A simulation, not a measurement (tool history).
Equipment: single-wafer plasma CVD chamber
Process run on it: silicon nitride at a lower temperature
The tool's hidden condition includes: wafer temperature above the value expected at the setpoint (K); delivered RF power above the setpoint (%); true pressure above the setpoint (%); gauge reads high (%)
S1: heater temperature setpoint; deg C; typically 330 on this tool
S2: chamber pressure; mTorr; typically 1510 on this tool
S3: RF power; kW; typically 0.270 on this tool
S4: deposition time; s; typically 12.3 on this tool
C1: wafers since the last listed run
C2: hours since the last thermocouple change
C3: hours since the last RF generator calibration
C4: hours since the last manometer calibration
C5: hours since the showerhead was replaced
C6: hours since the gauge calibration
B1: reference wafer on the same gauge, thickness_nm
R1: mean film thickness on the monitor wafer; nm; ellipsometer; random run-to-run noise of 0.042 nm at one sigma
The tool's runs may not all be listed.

| run | hour | S1 | S2 | S3 | S4 | C1 | C2 | C3 | C4 | C5 | C6 | B1 | R1 |
|---|---|---|---|---|---|---|---|---|---|---|---|---|---|
| 1 | 0.0 | 330 | 1510 | 0.270 | 12.3 | 0 | 3087.6 | 518.3 | 3039.8 | 5471.1 | 1653.1 | 15.795 | 13.977 |
| 2 | 40.8 | 319 | 1510 | 0.270 | 12.3 | 970 | 3128.4 | 559.1 | 3080.6 | 5511.9 | 1693.9 | 15.796 | 14.099 |
|  | 70.5 | capacitance manometer re-zeroed and calibrated |
| 3 | 112.1 | 319 | 1510 | 0.270 | 12.3 | 1506 | 3199.7 | 630.4 | 41.6 | 5583.2 | 1765.2 | 15.789 | 14.361 |
|  | 154.5 | thermocouple changed; heater temperature recalibrated |
| 4 | 172.7 | 319 | 1510 | 0.270 | 12.3 | 1251 | 18.2 | 691.0 | 102.2 | 5643.8 | 1825.8 | 15.801 | 14.382 |
| 5 | 233.8 | 330 | 1620 | 0.270 | 12.3 | 1453 | 79.3 | 752.1 | 163.3 | 5704.9 | 1886.9 | 15.814 | 14.596 |
| 6 | 292.8 | 340 | 1510 | 0.270 | 12.3 | 1403 | 138.3 | 811.1 | 222.3 | 5763.9 | 1945.9 | 15.831 | 14.150 |
|  | 313.4 | RF generator calibrated |
| 7 | 356.8 | 340 | 1510 | 0.270 | 12.3 | 1332 | 202.3 | 43.4 | 286.3 | 5827.9 | 2009.9 | 15.821 | 14.126 |
| 8 | 383.8 | 340 | 1510 | 0.270 | 12.3 | 642 | 229.3 | 70.4 | 313.3 | 5854.9 | 2036.9 | 15.810 | 14.230 |
| 9 | 436.0 | 330 | 1650 | 0.270 | 10.6 | 1242 | 281.5 | 122.6 | 365.5 | 5907.1 | 2089.1 | 15.798 | 12.555 |
| 10 | 471.0 | 330 | 1510 | 0.270 | 12.3 | 832 | 316.5 | 157.6 | 400.5 | 5942.1 | 2124.1 | 15.804 | 14.237 |
| 11 | 498.4 | 330 | 1510 | 0.270 | 12.3 | 652 | 343.9 | 185.0 | 427.9 | 5969.5 | 2151.5 | 15.780 | 14.157 |
| 12 | 529.5 | 318 | 1310 | 0.230 | 13.4 | 740 | 375.0 | 216.1 | 459.0 | 6000.6 | 2182.6 | 15.818 | 12.918 |
| 13 | 563.2 | 330 | 1510 | 0.270 | 12.3 | 801 | 408.7 | 249.8 | 492.7 | 6034.3 | 2216.3 | 15.794 | 14.229 |
|  | 592.0 | showerhead replaced |
| 14 | 619.4 | 330 | 1510 | 0.235 | 13.0 | 1146 | 464.9 | 306.0 | 548.9 | 27.4 | 2272.5 | 15.796 | 13.428 |
| 15 | 661.8 | 330 | 1510 | 0.270 | 11.4 | 1008 | 507.3 | 348.4 | 591.3 | 69.8 | 2314.9 | 15.801 | 13.048 |
|  | 716.3 | gauge calibrated |
| 16 | 806.4 | 330 | 1680 | 0.270 | 10.6 | 3440 | 651.9 | 493.0 | 735.9 | 214.4 | 90.1 | 15.812 | 12.547 |
| 17 | 856.4 | 330 | 1510 | 0.270 | 12.3 | 1189 | 701.9 | 543.0 | 785.9 | 264.4 | 140.1 | 15.802 | 14.093 |
| 18 | 904.5 | 321 | 1630 | 0.315 | 11.6 | 1144 | 750.0 | 591.1 | 834.0 | 312.5 | 188.2 | 15.802 | 15.288 |
| 19 | 963.0 | 317 | 1810 | 0.270 | 12.3 | 1392 | 808.5 | 649.6 | 892.5 | 371.0 | 246.7 | 15.809 | 15.068 |
| 20 | 994.6 | 322 | 1410 | 0.250 | 13.3 | 751 | 840.1 | 681.2 | 924.1 | 402.6 | 278.3 | 15.828 | 13.986 |
| 21 | 1052.2 | 330 | 1510 | 0.270 | 12.3 | 1370 | 897.7 | 738.8 | 981.7 | 460.2 | 335.9 | 15.799 | 14.005 |
|  | 1123.7 | RF generator calibrated |
| 22 | 1124.2 | 342 | 1320 | 0.255 | 12.3 | 1522 | 969.7 | 0.5 | 1053.7 | 532.2 | 407.9 | 15.793 | 12.763 |
| 23 | 1159.8 | 330 | 1510 | 0.250 | 10.5 | 847 | 1005.3 | 36.1 | 1089.3 | 567.8 | 443.5 | 15.796 | 11.291 |
| 24 | 1214.0 | 330 | 1710 | 0.270 | 13.3 | 1289 | 1059.5 | 90.3 | 1143.5 | 622.0 | 497.7 | 15.832 | 15.915 |
| 25 | 1246.7 | 318 | 1390 | 0.300 | 10.0 | 778 | 1092.2 | 123.0 | 1176.2 | 654.7 | 530.4 | 15.802 | 12.043 |
| 26 | 1273.0 | 330 | 1180 | 0.270 | 12.3 | 625 | 1118.5 | 149.3 | 1202.5 | 681.0 | 556.7 | 15.793 | 12.835 |
| 27 | 1320.1 | 330 | 1510 | 0.270 | 12.3 | 1120 | 1165.6 | 196.4 | 1249.6 | 728.1 | 603.8 | 15.835 | 14.120 |
| 28 | 1366.9 | 342 | 1720 | 0.315 | 13.3 | 1113 | 1212.4 | 243.2 | 1296.4 | 774.9 | 650.6 | 15.791 | 17.676 |

Here are 4 independent what-if runs from the current tool condition. What would each one return?
| A | 1367.3 | 330 | 1510 | 0.270 | 12.3 | 9 | 1212.8 | 243.6 | 1296.8 | 775.3 | 651.0 | ? | ? |
| B | 1367.3 | 321 | 1510 | 0.270 | 12.3 | 9 | 1212.8 | 243.6 | 1296.8 | 775.3 | 651.0 | ? | ? |
| C | 1367.3 | 330 | 1510 | 0.235 | 11.6 | 9 | 1212.8 | 243.6 | 1296.8 | 775.3 | 651.0 | ? | ? |
| D | 1367.3 | 330 | 1510 | 0.285 | 10.3 | 9 | 1212.8 | 243.6 | 1296.8 | 775.3 | 651.0 | ? | ? |

| run | B1 | R1 |
|---|---|---|
| A | 15.823 | 14.067 |
| B | 15.823 | 14.117 |
| C | 15.823 | 11.886 |
| D | 15.823 | 12.278 |
Without the tool's hidden state the same runs would have given:
| run | R1 |
|---|---|
| A | 14.368 |
| B | 14.419 |
| C | 12.141 |
| D | 12.541 |
